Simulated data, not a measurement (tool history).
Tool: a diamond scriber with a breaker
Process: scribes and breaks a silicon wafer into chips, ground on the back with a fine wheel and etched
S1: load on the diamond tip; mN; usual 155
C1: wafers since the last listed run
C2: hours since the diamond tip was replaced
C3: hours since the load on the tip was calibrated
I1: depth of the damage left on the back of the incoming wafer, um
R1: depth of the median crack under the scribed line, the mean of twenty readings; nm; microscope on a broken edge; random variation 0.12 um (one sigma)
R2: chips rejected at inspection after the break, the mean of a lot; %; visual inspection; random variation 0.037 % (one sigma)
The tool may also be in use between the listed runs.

Run 1, day 0: usual settings but S1 170 mN; C1 0; C2 537.4; C3 1050.4; I1 0.35. Result: R1 7550 nm, R2 1.84 %.
Run 2, day 2.083: usual settings but S1 136 mN; C1 186; C2 587.4; C3 1100.4; I1 0.43. Result: R1 6190 nm, R2 2.95 %.
Run 3, day 5.125: usual settings but S1 191 mN; C1 272; C2 660.4; C3 1173.4; I1 0.5. Result: R1 8250 nm, R2 6.55 %.
Run 4, day 9.15: usual settings but S1 191 mN; C1 359; C2 757; C3 1270; I1 0.41. Result: R1 8340 nm, R2 6.2 %.
Run 5, day 12.288: usual settings but S1 143 mN; C1 280; C2 832.3; C3 1345.3; I1 0.41. Result: R1 6620 nm, R2 1.66 %.
Run 6, day 16.579: usual settings but S1 183 mN; C1 383; C2 935.3; C3 1448.3; I1 0.47. Result: R1 8200 nm, R2 4.82 %.
Run 7, day 20.225: usual settings; C1 326; C2 1022.8; C3 1535.8; I1 0.66. Result: R1 7030 nm, R2 0.64 %.
At day 21.196: diamond tip replaced by a new one.
Run 8, day 24.542: usual settings; C1 378; C2 80.3; C3 1639.4; I1 0.6. Result: R1 6880 nm, R2 0.6 %.
Run 9, day 27.646: usual settings; C1 277; C2 154.8; C3 1713.9; I1 0.68. Result: R1 7030 nm, R2 0.67 %.
Run 10, day 31.446: usual settings; C1 339; C2 246; C3 1805.1; I1 0.73. Result: R1 7000 nm, R2 0.65 %.
Run 11, day 34.738: usual settings; C1 294; C2 325; C3 1884.1; I1 0.35. Result: R1 6990 nm, R2 0.61 %.
Run 12, day 36.521: usual settings; C1 159; C2 367.8; C3 1926.9; I1 0.51. Result: R1 7060 nm, R2 0.67 %.
At day 36.833: load on the tip recalibrated.
Run 13, day 38.517: usual settings; C1 171; C2 415.7; C3 40.4; I1 0.37. Result: R1 6990 nm, R2 0.58 %.
Run 14, day 42.192: usual settings; C1 328; C2 503.9; C3 128.6; I1 0.44. Result: R1 7010 nm, R2 0.65 %.
Run 15, day 44.262: usual settings; C1 185; C2 553.6; C3 178.3; I1 0.44. Result: R1 7040 nm, R2 0.6 %.
Run 16, day 56.404: usual settings but S1 143 mN; C1 1085; C2 845; C3 469.7; I1 0.44. Result: R1 6370 nm, R2 1.62 %.
Run 17, day 58.325: usual settings but S1 191 mN; C1 171; C2 891.1; C3 515.8; I1 0.66. Result: R1 8280 nm, R2 6.38 %.
Run 18, day 60.65: usual settings but S1 135 mN; C1 207; C2 946.9; C3 571.6; I1 0.76. Result: R1 6250 nm, R2 3.72 %.
At day 61.529: diamond tip replaced by a new one.
Run 19, day 63.212: usual settings; C1 221; C2 40.4; C3 633.1; I1 0.79. Result: R1 7040 nm, R2 0.71 %.
Run 20, day 66.158: usual settings but S1 199 mN; C1 263; C2 111.1; C3 703.8; I1 0.52. Result: R1 8520 nm, R2 9.04 %.
Run 21, day 70.292: usual settings but S1 140 mN; C1 369; C2 210.3; C3 803; I1 0.46. Result: R1 6370 nm, R2 2.05 %.
Run 22, day 74.45: usual settings but S1 113 mN; C1 371; C2 310.1; C3 902.8; I1 0.62. Result: R1 5200 nm, R2 15.6 %.
Run 23, day 76.346: usual settings but S1 138 mN; C1 169; C2 355.6; C3 948.3; I1 0.43. Result: R1 6280 nm, R2 2.68 %.
Run 24, day 79.588: usual settings but S1 123 mN; C1 289; C2 433.4; C3 1026.1; I1 0.59. Result: R1 5490 nm, R2 8.78 %.
Run 25, day 81.8: usual settings but S1 118 mN; C1 197; C2 486.5; C3 1079.2; I1 0.51. Result: R1 5370 nm, R2 13 %.
Run 26, day 88.338: usual settings but S1 122 mN; C1 584; C2 643.4; C3 1236.1; I1 0.79. Result: R1 5510 nm, R2 9.25 %.
Run 27, day 91.325: usual settings; C1 267; C2 715.1; C3 1307.8; I1 0.3. Result: R1 6920 nm, R2 0.64 %.
Run 28, day 93.638: usual settings; C1 206; C2 770.6; C3 1363.3; I1 0.75. Result: R1 7230 nm, R2 0.64 %.
Run 29, day 97.038: usual settings but S1 200 mN; C1 304; C2 852.2; C3 1444.9; I1 0.36. Result: R1 8460 nm, R2 8.8 %.
Run 30, day 98.85: usual settings but S1 127 mN; C1 162; C2 895.7; C3 1488.4; I1 0.42. Result: R1 5700 nm, R2 6.53 %.
Run 31, day 102.779: usual settings but S1 182 mN; C1 351; C2 990; C3 1582.7; I1 0.57. Result: R1 8050 nm, R2 4 %.

Forecast each of these 4 alternatives for the next run:
Run A, day 102.804: usual settings; C1 2; C2 990.6; C3 1583.3; I1 0.42. Result: R1 ?, R2 ?.
Run B, day 102.804: usual settings but S1 139 mN; C1 2; C2 990.6; C3 1583.3; I1 0.42. Result: R1 ?, R2 ?.
Run C, day 102.804: usual settings but S1 126 mN; C1 2; C2 990.6; C3 1583.3; I1 0.42. Result: R1 ?, R2 ?.
Run D, day 102.804: usual settings but S1 194 mN; C1 2; C2 990.6; C3 1583.3; I1 0.42. Result: R1 ?, R2 ?.

run    R1    R2
  A  6930  0.57
  B  6290  2.19
  C  5740  6.47
  D  8390  6.59
Without the tool's hidden state the same runs would have given:
run    R1    R2
  A  6930  0.57
  B  6290  2.19
  C  5740  6.47
  D  8390  6.59
